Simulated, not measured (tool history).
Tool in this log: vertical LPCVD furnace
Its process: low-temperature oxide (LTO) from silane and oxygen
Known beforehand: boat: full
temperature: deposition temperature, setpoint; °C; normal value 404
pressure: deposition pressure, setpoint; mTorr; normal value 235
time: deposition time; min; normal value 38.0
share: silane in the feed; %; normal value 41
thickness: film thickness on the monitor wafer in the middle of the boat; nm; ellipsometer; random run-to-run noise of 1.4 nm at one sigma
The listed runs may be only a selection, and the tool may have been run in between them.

run   hour  temperature  pressure  time  share  wafers since the last listed run  hours since the last temperature calibration  hours since the pressure gauge was zeroed  hours since the silane flow controller was replaced  hours since the gauge calibration  read-back reference wafer on the same gauge, thickness  thickness
  1    0.0          404       235  38.0     41                                 0                                        1523.2                                      782.0                                               2892.4                              295.8                                                  422.09     439.95
  2   48.7          404       235  38.0     41                               606                                        1571.9                                      830.7                                               2941.1                              344.5                                                  421.81     438.42
  3   85.3          404       235  38.0     41                               455                                        1608.5                                      867.3                                               2977.7                              381.1                                                  422.06     437.24
  4  128.6          404       235  28.5     36                               539                                        1651.8                                      910.6                                               3021.0                              424.4                                                  421.84     281.62
  5  165.3          404       235  28.5     36                               456                                        1688.5                                      947.3                                               3057.7                              461.1                                                  422.10     282.00
  6  222.5          404       235  38.0     41                               712                                        1745.7                                     1004.5                                               3114.9                              518.3                                                  421.83     440.70
  7  250.6          404       235  38.0     41                               349                                        1773.8                                     1032.6                                               3143.0                              546.4                                                  422.40     441.23
  8  274.8          404       235  38.0     41                               301                                        1798.0                                     1056.8                                               3167.2                              570.6                                                  422.07     442.24
  9  311.2          404       235  38.0     41                               453                                        1834.4                                     1093.2                                               3203.6                              607.0                                                  422.16     440.40
 10  373.9          395       235  38.0     41                               780                                        1897.1                                     1155.9                                               3266.3                              669.7                                                  421.94     402.22
     375.5  -- gauge calibrated
 11  403.1          404       235  38.0     41                               363                                        1926.3                                     1185.1                                               3295.5                               27.6                                                  422.12     440.52
     459.1  -- silane flow controller replaced
 12  459.6          408       235  38.0     48                               404                                        1982.8                                     1241.6                                                  0.5                               84.1                                                  421.99     537.89
     515.4  -- thermocouples replaced and temperature profile calibrated
     532.5  -- pressure gauge zeroed
 13  603.6          396       235  38.0     33                              1281                                          88.2                                       71.1                                                144.5                              228.1                                                  421.83     305.53
 14  637.6          404       235  46.5     41                               423                                         122.2                                      105.1                                                178.5                              262.1                                                  422.14     541.68
 15  673.9          404       235  38.0     41                               451                                         158.5                                      141.4                                                214.8                              298.4                                                  422.00     442.46
 16  741.5          404       195  38.0     37                               841                                         226.1                                      209.0                                                282.4                              366.0                                                  421.95     318.61
 17  768.8          413       235  38.0     41                               339                                         253.4                                      236.3                                                309.7                              393.3                                                  422.11     481.89
 18  813.8          404       235  38.0     41                               560                                         298.4                                      281.3                                                354.7                              438.3                                                  422.08     433.54

Predict each of these 3 candidate next runs independently; none follows another, all start after run 18:
  A  817.8          404       235  38.0     41                                49                                         302.4                                      285.3                                                358.7                              442.3                                                       ?          ?
  B  817.8          404       235  38.0     36                                49                                         302.4                                      285.3                                                358.7                              442.3                                                       ?          ?
  C  817.8          404       200  51.5     37                                49                                         302.4                                      285.3                                                358.7                              442.3                                                       ?          ?

run  read-back reference wafer on the same gauge, thickness  thickness
  A                                                  422.18     436.12
  B                                                  422.18     371.99
  C                                                  422.18     441.99
What these runs would have given with no unlogged condition in the tool:
run  thickness
  A     448.37
  B     382.41
  C     456.84
